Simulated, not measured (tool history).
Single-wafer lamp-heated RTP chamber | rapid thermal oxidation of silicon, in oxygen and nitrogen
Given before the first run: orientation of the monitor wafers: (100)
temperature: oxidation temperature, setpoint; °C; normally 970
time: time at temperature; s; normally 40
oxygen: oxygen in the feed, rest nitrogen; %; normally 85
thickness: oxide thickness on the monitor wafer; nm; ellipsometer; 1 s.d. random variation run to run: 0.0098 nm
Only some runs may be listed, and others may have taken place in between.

run    day  temperature  time  oxygen  wafers since the last listed run  wafers since the last pyrometer calibration  hours since the oxygen flow controller was replaced  hours since the gauge calibration  read-back reference wafer on the same gauge, thickness  thickness
  1      0          970    40      72                                 0                                         1132                                               2948.2                              103.7                                                   3.679      3.576
  2  0.529          951    40      85                               127                                         1260                                               2960.9                              116.4                                                   3.684      3.357
  3  1.938          951    40      85                               340                                         1600                                               2994.7                              150.2                                                   3.682      3.363
  4  3.304          970    40      85                               330                                         1930                                               3027.5                                183                                                    3.68      3.802
  5  4.208          970    40      85                               218                                         2149                                               3049.2                              204.7                                                   3.678      3.816
  6  4.983          970    40      85                               187                                         2336                                               3067.8                              223.3                                                   3.678      3.807
     5.483  -- oxygen flow controller replaced
  7  6.417          970    40      85                               265                                         2602                                                 22.4                              257.7                                                   3.681      3.829
  8  7.238          944    40      69                               198                                         2801                                                 42.1                              277.4                                                   3.681       3.07
  9  7.788          970    24      85                               132                                         2934                                                 55.3                              290.6                                                   3.676      3.178
 10  8.308          999    50      85                               125                                         3059                                                 67.8                              303.1                                                    3.68      5.157
 11  9.325          943    52      94                               245                                         3305                                                 92.2                              327.5                                                   3.679      3.636

Estimate the outcome of run 12 from the log above:
     9.833  -- gauge calibrated
     12.375  -- pyrometer window cleaned and pyrometer calibrated
 12  13.15          970    30      85                               844                                          186                                                  184                               79.6                                                       ?          ?

{"run 12": {"read-back reference wafer on the same gauge, thickness": 3.678, "thickness": 3.365}}
Were there no unlogged condition in the tool, this run, its random variation unchanged, would have produced thickness 3.36 nm.
